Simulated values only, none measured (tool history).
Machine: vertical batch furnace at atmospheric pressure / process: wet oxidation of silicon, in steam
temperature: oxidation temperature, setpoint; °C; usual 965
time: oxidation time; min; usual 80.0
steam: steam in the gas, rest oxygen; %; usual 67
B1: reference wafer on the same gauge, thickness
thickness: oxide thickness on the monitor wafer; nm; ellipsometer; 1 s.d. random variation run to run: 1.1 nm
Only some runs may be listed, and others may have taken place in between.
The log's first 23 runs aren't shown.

{"hour": 1126.7, "done": "steam generator serviced"}
{"run": 24, "hour": 1148.7, "temperature": 954, "time": 57.5, "steam": 76, "B1": 330.54, "thickness": 304.01}
{"run": 25, "hour": 1218.4, "temperature": 965, "time": 80.0, "steam": 67, "B1": 330.72, "thickness": 370.43}
{"hour": 1231.5, "done": "gauge calibrated"}
{"run": 26, "hour": 1280.2, "temperature": 978, "time": 80.0, "steam": 73, "B1": 331.08, "thickness": 422.27}
{"run": 27, "hour": 1314.7, "temperature": 941, "time": 53.5, "steam": 78, "B1": 331.24, "thickness": 266.12}
{"run": 28, "hour": 1356.0, "temperature": 981, "time": 108.5, "steam": 62, "B1": 330.89, "thickness": 467.83}
{"run": 29, "hour": 1388.6, "temperature": 965, "time": 80.0, "steam": 67, "B1": 330.77, "thickness": 368.78}
{"run": 30, "hour": 1432.7, "temperature": 955, "time": 80.0, "steam": 64, "B1": 331.17, "thickness": 335.52}
{"run": 31, "hour": 1457.0, "temperature": 965, "time": 63.5, "steam": 63, "B1": 330.67, "thickness": 305.22}
{"run": 32, "hour": 1490.4, "temperature": 975, "time": 109.0, "steam": 78, "B1": 330.79, "thickness": 521.3}
{"run": 33, "hour": 1545.5, "temperature": 965, "time": 80.0, "steam": 67, "B1": 331.03, "thickness": 366.01}
{"run": 34, "hour": 1588.6, "temperature": 986, "time": 67.0, "steam": 56, "B1": 330.99, "thickness": 334.62}
{"run": 35, "hour": 1613.0, "temperature": 965, "time": 80.0, "steam": 67, "B1": 331.08, "thickness": 366.19}
{"run": 36, "hour": 1646.7, "temperature": 965, "time": 80.0, "steam": 67, "B1": 330.6, "thickness": 365.2}
{"run": 37, "hour": 1679.0, "temperature": 965, "time": 69.5, "steam": 67, "B1": 330.6, "thickness": 331.98}

4 ways to go on from here, each from the tool as it stands after run 37. What would each give?
{"run": "A", "hour": 1683.6, "temperature": 965, "time": 80.0, "steam": 67, "B1": "?", "thickness": "?"}
{"run": "B", "hour": 1683.6, "temperature": 955, "time": 107.0, "steam": 67, "B1": "?", "thickness": "?"}
{"run": "C", "hour": 1683.6, "temperature": 956, "time": 112.5, "steam": 62, "B1": "?", "thickness": "?"}
{"run": "D", "hour": 1683.6, "temperature": 949, "time": 110.0, "steam": 78, "B1": "?", "thickness": "?"}

run=A B1=331.21 thickness=363.73
run=B B1=331.21 thickness=409.68
run=C B1=331.21 thickness=405.25
run=D B1=331.21 thickness=441.53
With no hidden state in the tool, these same runs would have given:
run=A thickness=373.00
run=B thickness=420.16
run=C thickness=415.62
run=D thickness=452.84

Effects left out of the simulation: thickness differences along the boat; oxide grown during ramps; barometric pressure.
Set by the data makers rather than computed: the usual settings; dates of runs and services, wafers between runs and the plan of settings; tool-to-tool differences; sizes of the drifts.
